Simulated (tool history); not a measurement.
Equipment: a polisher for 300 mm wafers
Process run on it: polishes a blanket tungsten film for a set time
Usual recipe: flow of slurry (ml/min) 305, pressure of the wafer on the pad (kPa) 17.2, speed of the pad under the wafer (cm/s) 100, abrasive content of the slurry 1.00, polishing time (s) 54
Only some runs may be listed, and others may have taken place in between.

run    hour  flow of slurry (ml/min)  pressure of the wafer on the pad (kPa)  speed of the pad under the wafer (cm/s)  abrasive content of the slurry  polishing time (s)  incoming thickness of the incoming film, nm  film removed (angstrom)
  1     0.0                      305                                    17.2                                      100                            1.10                  54                                       1052.2                     1797
       48.8  -- slurry tank refilled with fresh slurry and peroxide
  2    74.4                      330                                    20.0                                      100                            1.00                  54                                       1060.3                     2412
      112.4  -- slurry blender recalibrated
  3   113.6                      330                                    20.0                                      100                            1.00                  54                                       1051.7                     2443
  4   194.4                      330                                    20.0                                      100                            1.00                  54                                       1055.0                     2374
      212.9  -- head pressure recalibrated
  5   287.9                      305                                    17.2                                      100                            1.00                  66                                       1052.8                     2474
      298.7  -- worn pad replaced by a new one
  6   376.0                      305                                    17.2                                      100                            1.00                  66                                       1059.5                     2349
  7   444.8                      305                                    20.7                                      100                            1.00                  54                                       1063.4                     2222
      476.5  -- slurry tank refilled with fresh slurry and peroxide
      517.4  -- slurry nozzle cleaned
  8   529.6                      305                                    20.7                                      100                            1.00                  54                                       1059.0                     2442
      557.8  -- slurry blender recalibrated
      730.9  -- head pressure recalibrated
  9   757.5                      305                                    17.2                                      100                            1.00                  54                                       1073.7                     1980
 10   820.3                      305                                    17.2                                      100                            0.70                  54                                       1058.4                     1734
      829.8  -- worn pad replaced by a new one
 11   916.4                      305                                    17.2                                      100                            1.00                  54                                       1047.3                     1773
 12   971.2                      210                                    17.2                                       66                            1.15                  54                                       1059.3                     1203
      997.0  -- slurry blender recalibrated
      997.5  -- slurry tank refilled with fresh slurry and peroxide
 13  1071.5                      305                                    14.5                                       78                            1.00                  54                                       1058.8                     1351
     1086.3  -- slurry nozzle cleaned
 14  1159.3                      305                                    17.2                                      100                            0.80                  54                                       1067.2                     1869
 15  1211.5                      305                                    17.2                                      100                            1.00                  54                                       1055.8                     2027
     1261.1  -- worn pad replaced by a new one
 16  1268.7                      305                                    17.2                                      100                            1.00                  54                                       1050.4                     1962
     1275.8  -- head pressure recalibrated
 17  1363.8                      305                                    17.2                                      100                            1.00                  64                                       1050.8                     2159
 18  1436.0                      270                                    17.2                                      114                            1.00                  48                                       1061.7                     1770
 19  1504.9                      335                                    15.2                                      134                            1.00                  38                                       1058.6                     1368
     1532.8  -- slurry tank refilled with fresh slurry and peroxide
     1535.7  -- slurry blender recalibrated
 20  1558.2                      305                                    17.2                                      100                            1.15                  60                                       1058.0                     2314
     1573.6  -- slurry nozzle cleaned
 21  1644.5                      390                                    13.8                                      100                            1.20                  41                                       1059.1                     1317
 22  1681.3                      305                                    17.2                                      100                            1.00                  54                                       1065.8                     1990
     1713.1  -- head pressure recalibrated
 23  1720.7                      305                                    22.8                                      128                            0.90                  60                                       1075.1                     3608
     1819.6  -- worn pad replaced by a new one
 24  1820.1                      250                                    17.2                                      100                            1.20                  54                                       1074.6                     2012
 25  1918.7                      305                                    17.2                                      130                            0.85                  54                                       1080.8                     2289

How would selected steps in film removed (angstrom) from run to run divide? Give the signed amount a tool lacking its hidden state would still show from settings, what came in and random variation, and the signed amount left for the hidden state, including any gauge scatter that is not in both of the compared results.
What the log doesn't record here: removal rate lost through wear of the pad, %; slurry flow missing at the pad, %; deviation of the head's pressure from its setpoint, %; abrasive missing from the slurry, %; peroxide lost from the slurry, %.
Run 1 -> 2: flow of slurry (ml/min) 305 -> 330, pressure of the wafer on the pad (kPa) 17.2 -> 20.0, abrasive content of the slurry 1.10 -> 1.00, slurry tank refilled with fresh slurry and peroxide. film removed (angstrom) +615: hidden state +279, all else +336.
Run 19 -> 20: flow of slurry (ml/min) 335 -> 305, pressure of the wafer on the pad (kPa) 15.2 -> 17.2, speed of the pad under the wafer (cm/s) 134 -> 100, abrasive content of the slurry 1.00 -> 1.15, polishing time (s) 38 -> 60, slurry tank refilled with fresh slurry and peroxide, slurry blender recalibrated. film removed (angstrom) +946: hidden state +273, all else +673.
Run 22 -> 23: pressure of the wafer on the pad (kPa) 17.2 -> 22.8, speed of the pad under the wafer (cm/s) 100 -> 128, abrasive content of the slurry 1.00 -> 0.90, polishing time (s) 54 -> 60, head pressure recalibrated. film removed (angstrom) +1618: hidden state -57, all else +1675.
Run 23 -> 24: flow of slurry (ml/min) 305 -> 250, pressure of the wafer on the pad (kPa) 22.8 -> 17.2, speed of the pad under the wafer (cm/s) 128 -> 100, abrasive content of the slurry 0.90 -> 1.20, polishing time (s) 60 -> 54, worn pad replaced by a new one. film removed (angstrom) -1596: hidden state -15, all else -1581.
